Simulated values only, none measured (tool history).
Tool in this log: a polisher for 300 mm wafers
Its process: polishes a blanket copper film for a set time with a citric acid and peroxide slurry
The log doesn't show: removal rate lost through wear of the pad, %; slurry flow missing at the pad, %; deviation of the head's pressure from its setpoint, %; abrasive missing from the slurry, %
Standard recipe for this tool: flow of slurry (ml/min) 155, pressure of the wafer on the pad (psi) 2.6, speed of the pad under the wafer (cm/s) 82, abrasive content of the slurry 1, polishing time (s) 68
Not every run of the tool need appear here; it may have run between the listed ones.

| run | hour | flow of slurry (ml/min) | pressure of the wafer on the pad (psi) | speed of the pad under the wafer (cm/s) | abrasive content of the slurry | polishing time (s) | wafers since the last listed run | wafers polished on this pad | hours since the slurry nozzle was cleaned | hours since the head pressure was calibrated | hours since the slurry blender was calibrated | incoming thickness of the incoming film, nm | film removed (Å) |
|---|---|---|---|---|---|---|---|---|---|---|---|---|---|
| 1 | 0 | 155 | 2.6 | 82 | 1 | 68 | 0 | 3157 | 498.9 | 190.9 | 496.5 | 769.2 | 1116 |
|  | 20 | slurry blender recalibrated |
|  | 30.3 | slurry nozzle cleaned |
| 2 | 110.1 | 155 | 2.6 | 82 | 1 | 68 | 1108 | 4266 | 79.8 | 301 | 90.1 | 770.8 | 1127 |
|  | 123.2 | worn pad replaced by a new one |
| 3 | 155.1 | 155 | 2.6 | 82 | 1 | 68 | 424 | 329 | 124.8 | 346 | 135.1 | 771.9 | 1255 |
| 4 | 226.1 | 155 | 2.6 | 82 | 1 | 68 | 734 | 1064 | 195.8 | 417 | 206.1 | 768.4 | 1235 |
| 5 | 294.6 | 155 | 2.6 | 82 | 1 | 68 | 709 | 1773 | 264.3 | 485.5 | 274.6 | 769.2 | 1224 |
| 6 | 348.7 | 155 | 2.6 | 82 | 1 | 68 | 559 | 2333 | 318.4 | 539.6 | 328.7 | 774 | 1190 |
|  | 467.1 | slurry blender recalibrated |
| 7 | 473.4 | 155 | 2.6 | 82 | 1 | 68 | 1270 | 3603 | 443.1 | 664.3 | 6.3 | 773.4 | 1168 |
|  | 512.1 | slurry nozzle cleaned |
| 8 | 526.6 | 155 | 2.6 | 82 | 1 | 68 | 540 | 4144 | 14.5 | 717.5 | 59.5 | 772.6 | 1158 |
|  | 555.2 | worn pad replaced by a new one |
| 9 | 593.3 | 155 | 2.6 | 82 | 0.85 | 68 | 648 | 394 | 81.2 | 784.2 | 126.2 | 783.9 | 1227 |
| 10 | 648.4 | 155 | 2 | 82 | 1 | 68 | 570 | 965 | 136.3 | 839.3 | 181.3 | 755.7 | 968 |
| 11 | 716.4 | 155 | 2 | 82 | 1 | 68 | 703 | 1668 | 204.3 | 907.3 | 249.3 | 776.6 | 940 |
| 12 | 782.2 | 155 | 2.6 | 74 | 1 | 53 | 681 | 2350 | 270.1 | 973.1 | 315.1 | 759.2 | 889 |
| 13 | 817.7 | 200 | 3.2 | 100 | 0.75 | 68 | 367 | 2717 | 305.6 | 1008.6 | 350.6 | 779.6 | 1597 |
| 14 | 886.7 | 155 | 3.4 | 70 | 0.75 | 75 | 714 | 3431 | 374.6 | 1077.6 | 419.6 | 778.4 | 1438 |
|  | 920.9 | slurry blender recalibrated |
| 15 | 1020.9 | 155 | 2.6 | 72 | 1 | 68 | 1368 | 4800 | 508.8 | 1211.8 | 100 | 759.1 | 1099 |
|  | 1034.1 | slurry nozzle cleaned |
|  | 1062.4 | worn pad replaced by a new one |
| 16 | 1070.8 | 125 | 3.1 | 58 | 0.9 | 68 | 464 | 86 | 36.7 | 1261.7 | 149.9 | 767.6 | 1200 |
| 17 | 1124.4 | 125 | 3.1 | 82 | 1 | 91 | 554 | 641 | 90.3 | 1315.3 | 203.5 | 771.6 | 1922 |
| 18 | 1196.1 | 105 | 3.4 | 82 | 1.1 | 68 | 742 | 1383 | 162 | 1387 | 275.2 | 771.7 | 1510 |

For run 19, what comes out?
|  | 1304 | head pressure recalibrated |
| 19 | 1364.2 | 155 | 2.6 | 82 | 1 | 49 | 1719 | 3102 | 330.1 | 60.2 | 443.3 | 774.3 | ? |

For run 19 the tool returned film removed (Å) 818.
Take away the tool's hidden state, keep the run-to-run variation as it was, and the same run would have given film removed (Å) 898.
